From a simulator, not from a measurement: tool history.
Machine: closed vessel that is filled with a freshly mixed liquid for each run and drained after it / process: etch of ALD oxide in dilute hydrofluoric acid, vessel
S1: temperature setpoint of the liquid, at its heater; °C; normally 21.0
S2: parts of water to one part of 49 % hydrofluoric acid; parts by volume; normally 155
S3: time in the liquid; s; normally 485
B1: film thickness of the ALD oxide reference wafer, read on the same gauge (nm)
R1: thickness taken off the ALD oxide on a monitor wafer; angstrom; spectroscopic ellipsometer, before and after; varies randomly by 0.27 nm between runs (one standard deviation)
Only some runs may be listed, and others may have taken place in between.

run 1 hour=0.0 | S1=19.0 S2=155 S3=485 | B1=140.02 | R1=267.2
run 2 hour=72.4 | S1=19.0 S2=155 S3=485 | B1=139.99 | R1=264.9
run 3 hour=96.7 | S1=21.0 S2=155 S3=485 | B1=139.97 | R1=289.3
run 4 hour=125.6 | S1=21.0 S2=155 S3=485 | B1=139.99 | R1=296.9
run 5 hour=152.9 | S1=21.0 S2=155 S3=485 | B1=139.99 | R1=289.7
run 6 hour=182.2 | S1=20.0 S2=155 S3=405 | B1=140.00 | R1=236.3
run 7 hour=218.0 | S1=20.0 S2=155 S3=405 | B1=139.99 | R1=236.2
run 8 hour=252.9 | S1=21.0 S2=155 S3=555 | B1=140.01 | R1=335.7
run 9 hour=283.3 | S1=21.0 S2=155 S3=555 | B1=139.96 | R1=335.1
run 10 hour=311.1 | S1=21.0 S2=155 S3=485 | B1=140.00 | R1=296.3
run 11 hour=335.3 | S1=21.0 S2=155 S3=485 | B1=140.01 | R1=296.3
run 12 hour=352.6 | S1=21.0 S2=155 S3=485 | B1=140.02 | R1=295.6
run 13 hour=383.3 | S1=19.0 S2=110 S3=485 | B1=140.00 | R1=401.7
-- hour=403.6 thermometer replaced
-- hour=407.0 gauge calibrated
run 14 hour=417.8 | S1=21.0 S2=155 S3=485 | B1=139.97 | R1=300.9
run 15 hour=450.4 | S1=19.0 S2=155 S3=485 | B1=140.02 | R1=273.3
run 16 hour=470.4 | S1=25.5 S2=115 S3=615 | B1=140.01 | R1=638.7
run 17 hour=498.9 | S1=24.5 S2=155 S3=485 | B1=140.05 | R1=343.6
run 18 hour=526.4 | S1=21.0 S2=155 S3=485 | B1=139.94 | R1=301.5
-- hour=578.6 hydrofluoric acid flow meter replaced
run 19 hour=600.6 | S1=23.0 S2=155 S3=335 | B1=139.97 | R1=211.0
run 20 hour=633.9 | S1=22.5 S2=100 S3=560 | B1=140.00 | R1=573.2
run 21 hour=649.3 | S1=19.5 S2=225 S3=200 | B1=140.01 | R1=68.8
run 22 hour=661.7 | S1=17.0 S2=155 S3=295 | B1=139.94 | R1=145.0
run 23 hour=690.2 | S1=21.0 S2=155 S3=485 | B1=140.01 | R1=278.6
run 24 hour=709.3 | S1=23.5 S2=155 S3=485 | B1=139.94 | R1=307.4
run 25 hour=725.5 | S1=19.0 S2=155 S3=485 | B1=140.01 | R1=261.4
run 26 hour=740.3 | S1=19.5 S2=235 S3=245 | B1=140.01 | R1=80.6

What would each run have given without the hidden state, its run-to-run variation left as it was?
The hidden state here: liquid colder than its thermometer reads (K); hydrofluoric acid flow above the setpoint (%); gauge reads high (%).
run=1 R1=254.7
run=2 R1=251.4
run=3 R1=274.1
run=4 R1=280.8
run=5 R1=273.6
run=6 R1=222.8
run=7 R1=222.2
run=8 R1=315.0
run=9 R1=313.9
run=10 R1=277.1
run=11 R1=276.7
run=12 R1=275.8
run=13 R1=375.1
run=14 R1=279.6
run=15 R1=253.6
run=16 R1=592.5
run=17 R1=317.5
run=18 R1=278.3
run=19 R1=208.9
run=20 R1=566.5
run=21 R1=67.9
run=22 R1=143.0
run=23 R1=274.2
run=24 R1=302.2
run=25 R1=256.8
run=26 R1=79.0
